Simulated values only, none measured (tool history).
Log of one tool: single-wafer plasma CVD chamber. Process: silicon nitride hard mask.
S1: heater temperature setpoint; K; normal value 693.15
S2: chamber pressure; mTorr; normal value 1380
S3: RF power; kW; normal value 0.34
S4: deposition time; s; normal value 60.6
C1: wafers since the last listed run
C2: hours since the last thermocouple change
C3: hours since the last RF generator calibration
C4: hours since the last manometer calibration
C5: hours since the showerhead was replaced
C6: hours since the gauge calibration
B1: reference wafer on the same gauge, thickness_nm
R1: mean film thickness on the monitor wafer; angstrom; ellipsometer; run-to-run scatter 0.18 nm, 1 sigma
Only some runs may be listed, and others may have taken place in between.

run	hour	S1	S2	S3	S4	C1	C2	C3	C4	C5	C6	B1	R1
1	0	693.15	1380	0.34	60.6	0	1724.7	589.8	1272.8	4254.9	1229.1	90.836	774.56
2	46.2	693.15	1380	0.34	60.6	999	1770.9	636	1319	4301.1	1275.3	90.815	774.16
3	73.7	693.15	1380	0.34	60.6	594	1798.4	663.5	1346.5	4328.6	1302.8	90.795	775.21
4	231.8	683.15	1380	0.34	60.6	3419	1956.5	821.6	1504.6	4486.7	1460.9	90.813	776.52
5	263.2	683.15	1380	0.34	60.6	679	1987.9	853	1536	4518.1	1492.3	90.745	779.27
# hour 274.4: RF generator calibrated
6	329.5	683.15	1380	0.34	60.6	1260	2054.2	55.1	1602.3	4584.4	1558.6	90.804	778.7
7	376.9	704.15	1210	0.34	60.6	1025	2101.6	102.5	1649.7	4631.8	1606	90.844	737.49
8	412.2	704.15	1210	0.34	60.6	763	2136.9	137.8	1685	4667.1	1641.3	90.733	740.88
9	469.7	693.15	1260	0.37	66.7	1243	2194.4	195.3	1742.5	4724.6	1698.8	90.878	873.5
10	536.9	693.15	1200	0.34	54.5	1453	2261.6	262.5	1809.7	4791.8	1766	90.885	666.46
# hour 565.2: showerhead replaced
11	594.3	693.15	1140	0.34	60.6	1068	2319	319.9	1867.1	29.1	1823.4	90.873	725.1
12	647.9	683.15	1160	0.34	60.6	1159	2372.6	373.5	1920.7	82.7	1877	90.804	734.34
13	718.9	693.15	1380	0.34	60.6	1535	2443.6	444.5	1991.7	153.7	1948	90.81	773.31
14	782.1	693.15	1050	0.34	53.6	1366	2506.8	507.7	2054.9	216.9	2011.2	90.766	625.06
15	821.4	693.15	1620	0.34	71.2	849	2546.1	547	2094.2	256.2	2050.5	90.755	956.72
16	883.7	693.15	1480	0.385	60.6	1347	2608.4	609.3	2156.5	318.5	2112.8	90.812	851.58
# hour 914.6: gauge calibrated
17	949.6	693.15	1380	0.34	52.3	1425	2674.3	675.2	2222.4	384.4	35	90.816	667.15
# hour 968: capacitance manometer re-zeroed and calibrated
18	980.5	693.15	1050	0.34	53.6	495	2705.2	706.1	12.5	415.3	65.9	90.834	623.17
19	1039.4	693.15	1380	0.34	69.2	1273	2764.1	765	71.4	474.2	124.8	90.873	883.23
# hour 1078.4: thermocouple changed; heater temperature recalibrated
20	1095.3	693.15	1380	0.34	60.6	1035	16.9	820.9	127.3	530.1	180.7	90.874	774.14
21	1146.6	693.15	1530	0.34	60.6	1109	68.2	872.2	178.6	581.4	232	90.809	800.7
22	1200.2	681.15	1050	0.3	60.6	1159	121.8	925.8	232.2	635	285.6	90.85	660.66
23	1248.5	693.15	1380	0.385	48.6	1044	170.1	974.1	280.5	683.3	333.9	90.796	668.33
24	1309.1	699.15	1180	0.29	71	1310	230.7	1034.7	341.1	743.9	394.5	90.694	780.88
# hour 1336.8: RF generator calibrated
25	1359.7	693.15	1160	0.34	67.8	921	281.3	22.9	391.7	794.5	445.1	90.727	819.6
26	1574.2	683.15	1380	0.34	53.9	4638	495.8	237.4	606.2	1009	659.6	90.784	695.35
27	1620.6	683.15	1380	0.34	53.9	1003	542.2	283.8	652.6	1055.4	706	90.835	692.61
28	1685.3	701.15	1080	0.305	56.5	1399	606.9	348.5	717.3	1120.1	770.7	90.825	619.09

Exercise: give the hidden state of the tool at every run:
wafer temperature above the value expected at the setpoint (K): 0 across all the runs
delivered RF power above the setpoint (%): 0 across all the runs
true pressure above the setpoint (%): 0 across all the runs
gauge reads high (%): 0 across all the runs
